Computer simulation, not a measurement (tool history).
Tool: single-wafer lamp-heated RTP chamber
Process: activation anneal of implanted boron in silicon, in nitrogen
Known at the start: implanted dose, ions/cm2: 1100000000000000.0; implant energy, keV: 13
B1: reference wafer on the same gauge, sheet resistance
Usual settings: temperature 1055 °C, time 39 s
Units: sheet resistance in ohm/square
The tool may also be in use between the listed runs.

{"run": 1, "day": 0.0, "temperature": 1055, "time": 39, "B1": 84.97, "sheet resistance": 104.65}
{"run": 2, "day": 1.112, "temperature": 1055, "time": 39, "B1": 85.01, "sheet resistance": 104.27}
{"run": 3, "day": 3.867, "temperature": 1055, "time": 39, "B1": 85.08, "sheet resistance": 104.61}
{"run": 4, "day": 6.675, "temperature": 1055, "time": 39, "B1": 84.96, "sheet resistance": 104.83}
{"day": 8.462, "done": "pyrometer window cleaned and pyrometer calibrated"}
{"run": 5, "day": 9.025, "temperature": 1055, "time": 39, "B1": 84.99, "sheet resistance": 104.52}
{"run": 6, "day": 10.125, "temperature": 1055, "time": 39, "B1": 84.98, "sheet resistance": 103.97}
{"run": 7, "day": 12.0, "temperature": 1055, "time": 39, "B1": 85.03, "sheet resistance": 103.9}
{"run": 8, "day": 14.983, "temperature": 1062, "time": 51, "B1": 85.03, "sheet resistance": 103.57}
{"run": 9, "day": 16.7, "temperature": 1062, "time": 51, "B1": 85.01, "sheet resistance": 103.61}
{"day": 17.767, "done": "pyrometer window cleaned and pyrometer calibrated"}
{"run": 10, "day": 18.025, "temperature": 1055, "time": 39, "B1": 85.02, "sheet resistance": 104.61}
{"run": 11, "day": 20.392, "temperature": 1055, "time": 39, "B1": 84.97, "sheet resistance": 104.38}
{"day": 23.267, "done": "reflector plate cleaned"}
{"run": 12, "day": 23.288, "temperature": 1055, "time": 39, "B1": 84.96, "sheet resistance": 105.06}
{"run": 13, "day": 24.329, "temperature": 1045, "time": 48, "B1": 85, "sheet resistance": 104.68}
{"day": 26.642, "done": "pyrometer window cleaned and pyrometer calibrated"}
{"run": 14, "day": 26.938, "temperature": 1067, "time": 17, "B1": 85.04, "sheet resistance": 105.49}
{"run": 15, "day": 29.729, "temperature": 1073, "time": 39, "B1": 85.09, "sheet resistance": 103.35}
{"run": 16, "day": 31.225, "temperature": 1040, "time": 57, "B1": 85.01, "sheet resistance": 105.2}
{"day": 32.575, "done": "gauge calibrated"}
{"run": 17, "day": 32.921, "temperature": 1026, "time": 32, "B1": 84.94, "sheet resistance": 108.58}
{"run": 18, "day": 35.233, "temperature": 1072, "time": 61, "B1": 85.02, "sheet resistance": 101.66}
{"day": 37.912, "done": "pyrometer window cleaned and pyrometer calibrated"}
{"run": 19, "day": 37.933, "temperature": 1055, "time": 39, "B1": 84.99, "sheet resistance": 105}
{"run": 20, "day": 38.775, "temperature": 1030, "time": 20, "B1": 85.01, "sheet resistance": 108.62}

The next listed run, before its measurement:
{"run": 21, "day": 40.7, "temperature": 1055, "time": 39, "B1": "?", "sheet resistance": "?"}

{"run 21": {"B1": 85, "sheet resistance": 104.74}}
Without the tool's hidden state the same run would have given sheet resistance 104.74 ohm/square.

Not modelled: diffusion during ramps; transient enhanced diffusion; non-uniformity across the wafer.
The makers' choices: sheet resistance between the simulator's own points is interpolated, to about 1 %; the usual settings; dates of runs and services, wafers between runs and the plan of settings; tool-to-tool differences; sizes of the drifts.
